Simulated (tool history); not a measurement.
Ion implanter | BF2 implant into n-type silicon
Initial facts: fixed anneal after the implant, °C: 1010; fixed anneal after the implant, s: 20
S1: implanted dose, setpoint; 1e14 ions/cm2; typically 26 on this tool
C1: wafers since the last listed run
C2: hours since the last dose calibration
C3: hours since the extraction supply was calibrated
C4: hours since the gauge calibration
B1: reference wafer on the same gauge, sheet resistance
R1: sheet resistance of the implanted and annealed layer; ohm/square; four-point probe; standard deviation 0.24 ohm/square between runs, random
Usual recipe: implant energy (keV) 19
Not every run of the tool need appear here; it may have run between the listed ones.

run 1 hour=0 | S1=26 implant_energy_(keV)=19 | C1=0 C2=261.8 C3=4651 C4=136.4 | B1=132.91 | R1=160.47
run 2 hour=11 | S1=26 implant_energy_(keV)=19 | C1=130 C2=272.8 C3=4662 C4=147.4 | B1=132.96 | R1=160.52
run 3 hour=18.4 | S1=26 implant_energy_(keV)=19 | C1=87 C2=280.2 C3=4669.4 C4=154.8 | B1=133 | R1=160.77
run 4 hour=33.6 | S1=26 implant_energy_(keV)=19 | C1=180 C2=295.4 C3=4684.6 C4=170 | B1=133.1 | R1=160.73
run 5 hour=45.5 | S1=26 implant_energy_(keV)=19 | C1=141 C2=307.3 C3=4696.5 C4=181.9 | B1=133.23 | R1=161.42
run 6 hour=61.5 | S1=26 implant_energy_(keV)=19 | C1=189 C2=323.3 C3=4712.5 C4=197.9 | B1=133.15 | R1=160.95
run 7 hour=74.6 | S1=26 implant_energy_(keV)=19 | C1=155 C2=336.4 C3=4725.6 C4=211 | B1=133.31 | R1=160.59
run 8 hour=81.7 | S1=26 implant_energy_(keV)=19 | C1=84 C2=343.5 C3=4732.7 C4=218.1 | B1=133.32 | R1=160.89
run 9 hour=99.1 | S1=26 implant_energy_(keV)=19 | C1=206 C2=360.9 C3=4750.1 C4=235.5 | B1=133.52 | R1=160.72
run 10 hour=107.9 | S1=26 implant_energy_(keV)=19 | C1=104 C2=369.7 C3=4758.9 C4=244.3 | B1=133.52 | R1=161.42
run 11 hour=120.7 | S1=26 implant_energy_(keV)=19 | C1=151 C2=382.5 C3=4771.7 C4=257.1 | B1=133.48 | R1=161.25
run 12 hour=132.4 | S1=26 implant_energy_(keV)=19 | C1=138 C2=394.2 C3=4783.4 C4=268.8 | B1=133.53 | R1=161.7
run 13 hour=143.3 | S1=26 implant_energy_(keV)=19 | C1=129 C2=405.1 C3=4794.3 C4=279.7 | B1=133.62 | R1=161.53
run 14 hour=156.8 | S1=26 implant_energy_(keV)=19 | C1=159 C2=418.6 C3=4807.8 C4=293.2 | B1=133.75 | R1=161.5
run 15 hour=172.3 | S1=26 implant_energy_(keV)=19 | C1=183 C2=434.1 C3=4823.3 C4=308.7 | B1=133.78 | R1=161.74
-- hour=187.3 extraction supply calibrated
run 16 hour=187.6 | S1=26 implant_energy_(keV)=19 | C1=86 C2=449.4 C3=0.3 C4=324 | B1=133.92 | R1=161.69
-- hour=197.8 Faraday cup replaced and dose calibrated
run 17 hour=200.4 | S1=26 implant_energy_(keV)=22 | C1=56 C2=2.6 C3=13.1 C4=336.8 | B1=133.97 | R1=152.02
run 18 hour=211 | S1=30.91 implant_energy_(keV)=13.5 | C1=125 C2=13.2 C3=23.7 C4=347.4 | B1=134.03 | R1=183.17
run 19 hour=223.8 | S1=26 implant_energy_(keV)=19 | C1=151 C2=26 C3=36.5 C4=360.2 | B1=134.15 | R1=162.16
run 20 hour=231.9 | S1=32.04 implant_energy_(keV)=22.5 | C1=95 C2=34.1 C3=44.6 C4=368.3 | B1=134.18 | R1=148.68
run 21 hour=243.1 | S1=26 implant_energy_(keV)=19 | C1=132 C2=45.3 C3=55.8 C4=379.5 | B1=134.16 | R1=162.02
run 22 hour=257.8 | S1=19.7 implant_energy_(keV)=23.5 | C1=174 C2=60 C3=70.5 C4=394.2 | B1=134.3 | R1=150.65
run 23 hour=264 | S1=22.23 implant_energy_(keV)=23.5 | C1=73 C2=66.2 C3=76.7 C4=400.4 | B1=134.22 | R1=148.87
-- hour=265.3 gauge calibrated
run 24 hour=280.9 | S1=26 implant_energy_(keV)=19 | C1=200 C2=83.1 C3=93.6 C4=15.6 | B1=132 | R1=159.4
run 25 hour=296.1 | S1=19.3 implant_energy_(keV)=17.5 | C1=180 C2=98.3 C3=108.8 C4=30.8 | B1=132.11 | R1=168.39
run 26 hour=303.7 | S1=20.29 implant_energy_(keV)=13.5 | C1=90 C2=105.9 C3=116.4 C4=38.4 | B1=132.18 | R1=184.69
run 27 hour=318.4 | S1=26 implant_energy_(keV)=22.5 | C1=174 C2=120.6 C3=131.1 C4=53.1 | B1=132.15 | R1=148.44
run 28 hour=335.7 | S1=26 implant_energy_(keV)=19 | C1=205 C2=137.9 C3=148.4 C4=70.4 | B1=132.29 | R1=159.86
run 29 hour=342.5 | S1=26 implant_energy_(keV)=19 | C1=80 C2=144.7 C3=155.2 C4=77.2 | B1=132.37 | R1=159.92
run 30 hour=355.9 | S1=18.9 implant_energy_(keV)=14 | C1=158 C2=158.1 C3=168.6 C4=90.6 | B1=132.46 | R1=183.94
run 31 hour=372.1 | S1=28.78 implant_energy_(keV)=19 | C1=191 C2=174.3 C3=184.8 C4=106.8 | B1=132.58 | R1=158.89
run 32 hour=380 | S1=26 implant_energy_(keV)=19 | C1=93 C2=182.2 C3=192.7 C4=114.7 | B1=132.6 | R1=160.2
run 33 hour=395.9 | S1=32.51 implant_energy_(keV)=23 | C1=188 C2=198.1 C3=208.6 C4=130.6 | B1=132.61 | R1=145.84

5 ways to go on from here, each from the tool as it stands after run 33. What would each give?
run A hour=396.3 | S1=23.97 implant_energy_(keV)=19 | C1=4 C2=198.5 C3=209 C4=131 | B1=? | R1=?
run B hour=396.3 | S1=20.93 implant_energy_(keV)=23 | C1=4 C2=198.5 C3=209 C4=131 | B1=? | R1=?
run C hour=396.3 | S1=20.72 implant_energy_(keV)=25 | C1=4 C2=198.5 C3=209 C4=131 | B1=? | R1=?
run D hour=396.3 | S1=32.08 implant_energy_(keV)=25.5 | C1=4 C2=198.5 C3=209 C4=131 | B1=? | R1=?
run E hour=396.3 | S1=29.69 implant_energy_(keV)=25.5 | C1=4 C2=198.5 C3=209 C4=131 | B1=? | R1=?

run=A B1=132.61 R1=160.84
run=B B1=132.61 R1=149.38
run=C B1=132.61 R1=143.96
run=D B1=132.61 R1=139.12
run=E B1=132.61 R1=139.79
Stripped of hidden state, with their random variation kept, the same runs would have yielded:
run=A R1=160.05
run=B R1=148.64
run=C R1=143.26
run=D R1=138.44
run=E R1=139.11

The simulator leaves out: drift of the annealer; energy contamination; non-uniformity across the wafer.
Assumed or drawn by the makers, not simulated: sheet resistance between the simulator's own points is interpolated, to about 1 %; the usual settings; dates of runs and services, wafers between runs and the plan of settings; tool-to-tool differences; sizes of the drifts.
